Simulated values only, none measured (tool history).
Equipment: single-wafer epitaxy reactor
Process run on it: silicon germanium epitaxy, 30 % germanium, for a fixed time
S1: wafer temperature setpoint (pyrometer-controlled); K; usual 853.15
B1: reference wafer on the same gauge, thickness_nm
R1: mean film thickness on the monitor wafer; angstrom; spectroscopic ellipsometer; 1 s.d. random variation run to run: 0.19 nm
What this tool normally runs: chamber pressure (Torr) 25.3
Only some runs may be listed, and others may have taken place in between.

run 1 hour=0.0 | S1=853.15 chamber_pressure_(Torr)=25.3 | B1=41.846 | R1=414.70
run 2 hour=63.7 | S1=853.15 chamber_pressure_(Torr)=25.3 | B1=41.647 | R1=414.17
run 3 hour=102.5 | S1=853.15 chamber_pressure_(Torr)=25.3 | B1=41.666 | R1=413.18
run 4 hour=131.0 | S1=853.15 chamber_pressure_(Torr)=25.3 | B1=41.636 | R1=411.87
run 5 hour=200.7 | S1=853.15 chamber_pressure_(Torr)=25.3 | B1=41.546 | R1=407.72
run 6 hour=268.7 | S1=853.15 chamber_pressure_(Torr)=21.8 | B1=41.422 | R1=392.29
run 7 hour=335.5 | S1=846.15 chamber_pressure_(Torr)=25.3 | B1=41.220 | R1=349.54
-- hour=502.7 capacitance manometer re-zeroed and calibrated
run 8 hour=526.7 | S1=853.15 chamber_pressure_(Torr)=25.3 | B1=40.961 | R1=406.06
run 9 hour=582.5 | S1=853.15 chamber_pressure_(Torr)=25.3 | B1=40.943 | R1=403.68
run 10 hour=608.6 | S1=863.15 chamber_pressure_(Torr)=29.6 | B1=40.921 | R1=532.19
run 11 hour=648.7 | S1=853.15 chamber_pressure_(Torr)=31.4 | B1=40.820 | R1=437.15
-- hour=661.7 gauge calibrated
run 12 hour=695.4 | S1=839.15 chamber_pressure_(Torr)=28.2 | B1=42.750 | R1=321.97
run 13 hour=733.6 | S1=853.15 chamber_pressure_(Torr)=25.3 | B1=42.738 | R1=424.95
-- hour=747.4 pyrometer calibrated
-- hour=759.2 showerhead replaced
run 14 hour=793.8 | S1=853.15 chamber_pressure_(Torr)=25.3 | B1=42.607 | R1=421.05
run 15 hour=856.3 | S1=843.15 chamber_pressure_(Torr)=25.3 | B1=42.466 | R1=338.13
run 16 hour=928.0 | S1=864.15 chamber_pressure_(Torr)=30.3 | B1=42.283 | R1=564.77
run 17 hour=987.0 | S1=843.15 chamber_pressure_(Torr)=28.5 | B1=42.348 | R1=347.23

Results per run with the tool's hidden condition removed, run-to-run variation unchanged:
What the log doesn't record here: wafer temperature above the value expected at the setpoint (K); true pressure above the setpoint (%); gauge reads high (%).
run=1 R1=423.19
run=2 R1=423.69
run=3 R1=423.31
run=4 R1=422.43
run=5 R1=419.30
run=6 R1=404.50
run=7 R1=361.36
run=8 R1=422.94
run=9 R1=421.38
run=10 R1=556.11
run=11 R1=457.52
run=12 R1=321.72
run=13 R1=425.24
run=14 R1=422.29
run=15 R1=339.93
run=16 R1=569.33
run=17 R1=350.81
